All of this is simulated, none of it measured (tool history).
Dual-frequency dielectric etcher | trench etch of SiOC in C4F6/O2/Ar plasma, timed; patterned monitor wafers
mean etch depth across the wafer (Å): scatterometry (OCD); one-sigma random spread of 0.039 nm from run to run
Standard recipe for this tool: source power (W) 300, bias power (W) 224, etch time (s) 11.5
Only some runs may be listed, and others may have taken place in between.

run	day	source power (W)	bias power (W)	etch time (s)	read-back reference wafer on the same gauge, depth_nm	mean etch depth across the wafer (Å)
1	0.000	250	224	11.5	23.20	233.6
2	0.946	250	224	11.5	23.20	234.3
3	1.929	250	224	11.5	23.19	233.2
4	2.896	300	224	11.5	23.20	260.0
5	4.125	280	224	10.5	23.20	227.2
6	4.962	280	224	10.5	23.20	227.7
# day 6.271: wet clean of the chamber
7	6.292	300	224	11.5	23.19	262.3
8	6.912	300	224	11.5	23.20	262.3
9	7.412	300	224	11.5	23.20	262.3
# day 8.212: gauge calibrated
10	8.858	300	224	8.0	23.20	182.3
11	10.062	300	191	11.5	23.20	251.9
# day 11.408: bias power generator calibrated
12	11.429	350	189	9.5	23.20	225.4
13	12.058	250	200	14.5	23.20	287.9
14	13.442	300	224	11.5	23.20	260.2
# day 13.758: source power generator calibrated
# day 15.392: upper electrode replaced
15	15.412	230	253	12.5	23.20	248.9
16	15.988	300	224	11.5	23.20	260.7
# day 18.388: gauge calibrated
17	19.175	350	170	8.5	23.20	195.2
18	20.304	300	224	11.5	23.21	259.1

5 options for the next run, each taken on its own from the tool as it stands now. Forecast them:
A	20.321	300	224	12.5	?	?
B	20.321	350	224	11.5	?	?
C	20.321	230	254	10.0	?	?
D	20.321	330	224	13.0	?	?
E	20.321	370	251	14.0	?	?

run	read-back reference wafer on the same gauge, depth_nm	mean etch depth across the wafer (Å)
A	23.20	281.3
B	23.20	281.3
C	23.20	198.4
D	23.20	308.2
E	23.20	362.7
Without the tool's hidden state the same runs would have given:
run	mean etch depth across the wafer (Å)
A	285.6
B	285.6
C	201.4
D	312.9
E	368.2

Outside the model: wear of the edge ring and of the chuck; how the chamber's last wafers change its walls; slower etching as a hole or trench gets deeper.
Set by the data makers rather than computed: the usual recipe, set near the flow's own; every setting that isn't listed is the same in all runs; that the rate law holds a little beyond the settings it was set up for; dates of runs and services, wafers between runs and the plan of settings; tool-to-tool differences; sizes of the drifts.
